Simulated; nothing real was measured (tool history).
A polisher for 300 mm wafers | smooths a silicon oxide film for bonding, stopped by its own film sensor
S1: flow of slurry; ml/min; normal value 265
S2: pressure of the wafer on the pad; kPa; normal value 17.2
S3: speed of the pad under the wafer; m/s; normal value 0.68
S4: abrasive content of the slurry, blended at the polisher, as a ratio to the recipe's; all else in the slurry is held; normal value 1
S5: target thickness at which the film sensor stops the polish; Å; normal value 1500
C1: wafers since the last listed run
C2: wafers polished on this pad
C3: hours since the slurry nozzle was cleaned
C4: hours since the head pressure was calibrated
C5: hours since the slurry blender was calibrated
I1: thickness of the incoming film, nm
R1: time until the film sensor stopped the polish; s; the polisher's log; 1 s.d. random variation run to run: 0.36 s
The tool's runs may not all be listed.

run 1 hour=0 | S1=265 S2=17.2 S3=0.68 S4=1.25 S5=1500 | C1=0 C2=902 C3=778.2 C4=1369.7 C5=159.9 | I1=178.5 | R1=44.2
-- hour=17.6 worn pad replaced by a new one
run 2 hour=18.1 | S1=265 S2=17.2 S3=0.68 S4=1.25 S5=1500 | C1=260 C2=8 C3=796.3 C4=1387.8 C5=178 | I1=178.7 | R1=40.9
run 3 hour=32.4 | S1=265 S2=17.2 S3=0.68 S4=1 S5=1500 | C1=263 C2=272 C3=810.6 C4=1402.1 C5=192.3 | I1=182.1 | R1=53.8
run 4 hour=44.5 | S1=265 S2=17.2 S3=0.68 S4=1 S5=1500 | C1=223 C2=495 C3=822.7 C4=1414.2 C5=204.4 | I1=178.5 | R1=49.1
-- hour=53.2 slurry blender recalibrated
run 5 hour=61.8 | S1=230 S2=21.4 S3=0.68 S4=1 S5=1500 | C1=282 C2=778 C3=840 C4=1431.5 C5=8.6 | I1=177.4 | R1=37.3
run 6 hour=76.9 | S1=230 S2=21.4 S3=0.68 S4=1 S5=1500 | C1=278 C2=1056 C3=855.1 C4=1446.6 C5=23.7 | I1=177.6 | R1=37.5
-- hour=85.3 worn pad replaced by a new one
run 7 hour=88.5 | S1=230 S2=21.4 S3=0.68 S4=1 S5=1500 | C1=140 C2=58 C3=866.7 C4=1458.2 C5=35.3 | I1=182.7 | R1=41.4
-- hour=97.7 head pressure recalibrated
run 8 hour=103.3 | S1=265 S2=17.2 S3=0.86 S4=1 S5=1500 | C1=236 C2=294 C3=881.5 C4=5.6 C5=50.1 | I1=179.3 | R1=39.6
run 9 hour=115 | S1=265 S2=17.2 S3=0.68 S4=1 S5=1450 | C1=215 C2=510 C3=893.2 C4=17.3 C5=61.8 | I1=179.6 | R1=57.8
run 10 hour=128.6 | S1=265 S2=17.2 S3=0.68 S4=1 S5=1450 | C1=251 C2=761 C3=906.8 C4=30.9 C5=75.4 | I1=177 | R1=54.6
run 11 hour=138.9 | S1=265 S2=17.2 S3=0.68 S4=1 S5=1500 | C1=190 C2=952 C3=917.1 C4=41.2 C5=85.7 | I1=177.7 | R1=48.4
-- hour=150.3 worn pad replaced by a new one
run 12 hour=154.5 | S1=265 S2=17.2 S3=0.68 S4=1 S5=1500 | C1=214 C2=77 C3=932.7 C4=56.8 C5=101.3 | I1=180.3 | R1=47.2
-- hour=163.7 slurry nozzle cleaned
run 13 hour=166.4 | S1=265 S2=17.2 S3=0.68 S4=1 S5=1500 | C1=201 C2=278 C3=2.7 C4=68.7 C5=113.2 | I1=181.7 | R1=51.5
run 14 hour=176.9 | S1=265 S2=17.2 S3=0.68 S4=0.75 S5=1540 | C1=193 C2=472 C3=13.2 C4=79.2 C5=123.7 | I1=182 | R1=54.7
run 15 hour=185.5 | S1=295 S2=20.7 S3=0.58 S4=1 S5=1500 | C1=158 C2=630 C3=21.8 C4=87.8 C5=132.3 | I1=180.7 | R1=48.7
run 16 hour=192.1 | S1=265 S2=17.2 S3=0.68 S4=1 S5=1500 | C1=121 C2=752 C3=28.4 C4=94.4 C5=138.9 | I1=180.6 | R1=52.4
run 17 hour=211.9 | S1=235 S2=17.2 S3=0.68 S4=1 S5=1500 | C1=365 C2=1118 C3=48.2 C4=114.2 C5=158.7 | I1=178.6 | R1=50.5
-- hour=217.8 worn pad replaced by a new one
run 18 hour=221.4 | S1=265 S2=17.2 S3=0.58 S4=1 S5=1410 | C1=101 C2=65 C3=57.7 C4=123.7 C5=168.2 | I1=176.8 | R1=66.4
run 19 hour=230.4 | S1=265 S2=22.8 S3=0.68 S4=1 S5=1500 | C1=166 C2=231 C3=66.7 C4=132.7 C5=177.2 | I1=179.1 | R1=36.8
-- hour=244.3 slurry blender recalibrated
run 20 hour=244.8 | S1=265 S2=17.2 S3=0.68 S4=1 S5=1500 | C1=228 C2=460 C3=81.1 C4=147.1 C5=0.5 | I1=177.9 | R1=45.2
run 21 hour=255.8 | S1=265 S2=17.2 S3=0.68 S4=1 S5=1550 | C1=203 C2=663 C3=92.1 C4=158.1 C5=11.5 | I1=180.4 | R1=42.2
run 22 hour=269.3 | S1=265 S2=17.2 S3=0.68 S4=1 S5=1500 | C1=249 C2=912 C3=105.6 C4=171.6 C5=25 | I1=179.3 | R1=49.5
-- hour=284.3 worn pad replaced by a new one
run 23 hour=295.4 | S1=335 S2=17.2 S3=0.84 S4=1 S5=1500 | C1=407 C2=204 C3=131.7 C4=197.7 C5=51.1 | I1=179.6 | R1=38.5

Run 24, settings as shown, results not yet in. Your forecast:
run 24 hour=301.8 | S1=265 S2=17.2 S3=0.52 S4=0.85 S5=1500 | C1=118 C2=322 C3=138.1 C4=204.1 C5=57.5 | I1=178.8 | R1=?

{"run 24": {"R1": 62.2}}
Were there no unlogged condition in the tool, this run, its random variation unchanged, would have produced R1 56.9 s.
